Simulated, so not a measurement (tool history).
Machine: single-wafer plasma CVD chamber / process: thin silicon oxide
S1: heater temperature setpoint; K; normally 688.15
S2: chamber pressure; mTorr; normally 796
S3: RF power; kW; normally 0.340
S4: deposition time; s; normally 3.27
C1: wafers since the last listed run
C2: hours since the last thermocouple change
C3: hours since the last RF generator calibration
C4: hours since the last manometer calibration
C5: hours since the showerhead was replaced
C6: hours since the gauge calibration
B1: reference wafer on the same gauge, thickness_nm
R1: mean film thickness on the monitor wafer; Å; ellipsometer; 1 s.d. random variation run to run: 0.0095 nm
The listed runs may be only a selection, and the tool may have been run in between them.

{"run": 1, "hour": 0.0, "S1": 688.15, "S2": 796, "S3": 0.34, "S4": 3.27, "C1": 0, "C2": 1700.0, "C3": 2050.8, "C4": 1631.0, "C5": 7005.6, "C6": 65.9, "B1": 5.776, "R1": 65.34}
{"run": 2, "hour": 29.8, "S1": 688.15, "S2": 796, "S3": 0.34, "S4": 3.27, "C1": 1283, "C2": 1729.8, "C3": 2080.6, "C4": 1660.8, "C5": 7035.4, "C6": 95.7, "B1": 5.779, "R1": 65.19}
{"run": 3, "hour": 62.4, "S1": 688.15, "S2": 796, "S3": 0.34, "S4": 3.27, "C1": 1404, "C2": 1762.4, "C3": 2113.2, "C4": 1693.4, "C5": 7068.0, "C6": 128.3, "B1": 5.781, "R1": 65.29}
{"run": 4, "hour": 74.4, "S1": 688.15, "S2": 796, "S3": 0.34, "S4": 3.27, "C1": 516, "C2": 1774.4, "C3": 2125.2, "C4": 1705.4, "C5": 7080.0, "C6": 140.3, "B1": 5.779, "R1": 65.6}
{"run": 5, "hour": 105.7, "S1": 688.15, "S2": 796, "S3": 0.34, "S4": 3.27, "C1": 1348, "C2": 1805.7, "C3": 2156.5, "C4": 1736.7, "C5": 7111.3, "C6": 171.6, "B1": 5.78, "R1": 65.35}
{"run": 6, "hour": 132.8, "S1": 688.15, "S2": 796, "S3": 0.34, "S4": 3.27, "C1": 1167, "C2": 1832.8, "C3": 2183.6, "C4": 1763.8, "C5": 7138.4, "C6": 198.7, "B1": 5.779, "R1": 65.56}
{"hour": 145.3, "done": "gauge calibrated"}
{"hour": 156.0, "done": "RF generator calibrated"}
{"hour": 157.0, "done": "showerhead replaced"}
{"run": 7, "hour": 160.9, "S1": 688.15, "S2": 796, "S3": 0.34, "S4": 3.27, "C1": 823, "C2": 1860.9, "C3": 4.9, "C4": 1791.9, "C5": 3.9, "C6": 15.6, "B1": 5.782, "R1": 65.45}
{"run": 8, "hour": 193.8, "S1": 688.15, "S2": 796, "S3": 0.34, "S4": 3.75, "C1": 1417, "C2": 1893.8, "C3": 37.8, "C4": 1824.8, "C5": 36.8, "C6": 48.5, "B1": 5.78, "R1": 75.25}
{"run": 9, "hour": 218.0, "S1": 688.15, "S2": 796, "S3": 0.34, "S4": 3.75, "C1": 1042, "C2": 1918.0, "C3": 62.0, "C4": 1849.0, "C5": 61.0, "C6": 72.7, "B1": 5.779, "R1": 75.21}
{"hour": 229.8, "done": "thermocouple changed; heater temperature recalibrated"}
{"run": 10, "hour": 248.7, "S1": 688.15, "S2": 736, "S3": 0.34, "S4": 3.27, "C1": 977, "C2": 18.9, "C3": 92.7, "C4": 1879.7, "C5": 91.7, "C6": 103.4, "B1": 5.782, "R1": 61.07}
{"run": 11, "hour": 265.2, "S1": 681.15, "S2": 796, "S3": 0.34, "S4": 3.27, "C1": 710, "C2": 35.4, "C3": 109.2, "C4": 1896.2, "C5": 108.2, "C6": 119.9, "B1": 5.78, "R1": 66.03}
{"hour": 282.1, "done": "capacitance manometer re-zeroed and calibrated"}
{"run": 12, "hour": 282.6, "S1": 688.15, "S2": 796, "S3": 0.34, "S4": 3.27, "C1": 404, "C2": 52.8, "C3": 126.6, "C4": 0.5, "C5": 125.6, "C6": 137.3, "B1": 5.783, "R1": 63.49}
{"run": 13, "hour": 297.4, "S1": 688.15, "S2": 796, "S3": 0.34, "S4": 3.27, "C1": 637, "C2": 67.6, "C3": 141.4, "C4": 15.3, "C5": 140.4, "C6": 152.1, "B1": 5.782, "R1": 63.22}
{"run": 14, "hour": 311.8, "S1": 673.15, "S2": 796, "S3": 0.34, "S4": 3.27, "C1": 620, "C2": 82.0, "C3": 155.8, "C4": 29.7, "C5": 154.8, "C6": 166.5, "B1": 5.78, "R1": 63.81}
{"run": 15, "hour": 326.8, "S1": 688.15, "S2": 796, "S3": 0.34, "S4": 3.27, "C1": 646, "C2": 97.0, "C3": 170.8, "C4": 44.7, "C5": 169.8, "C6": 181.5, "B1": 5.779, "R1": 63.38}
{"run": 16, "hour": 359.7, "S1": 688.15, "S2": 796, "S3": 0.29, "S4": 3.27, "C1": 1417, "C2": 129.9, "C3": 203.7, "C4": 77.6, "C5": 202.7, "C6": 214.4, "B1": 5.781, "R1": 61.04}
{"hour": 368.4, "done": "gauge calibrated"}
{"run": 17, "hour": 373.0, "S1": 688.15, "S2": 713, "S3": 0.34, "S4": 3.27, "C1": 572, "C2": 143.2, "C3": 217.0, "C4": 90.9, "C5": 216.0, "C6": 4.6, "B1": 5.779, "R1": 56.9}
{"run": 18, "hour": 405.3, "S1": 688.15, "S2": 796, "S3": 0.3, "S4": 3.57, "C1": 1391, "C2": 175.5, "C3": 249.3, "C4": 123.2, "C5": 248.3, "C6": 36.9, "B1": 5.778, "R1": 67.16}

Predict the results of run 19:
{"run": 19, "hour": 429.3, "S1": 688.15, "S2": 796, "S3": 0.34, "S4": 3.27, "C1": 1033, "C2": 199.5, "C3": 273.3, "C4": 147.2, "C5": 272.3, "C6": 60.9, "B1": "?", "R1": "?"}

B1: 5.778
R1: 63.39 Å
Without the tool's hidden state the same run would have given R1 63.42 Å.
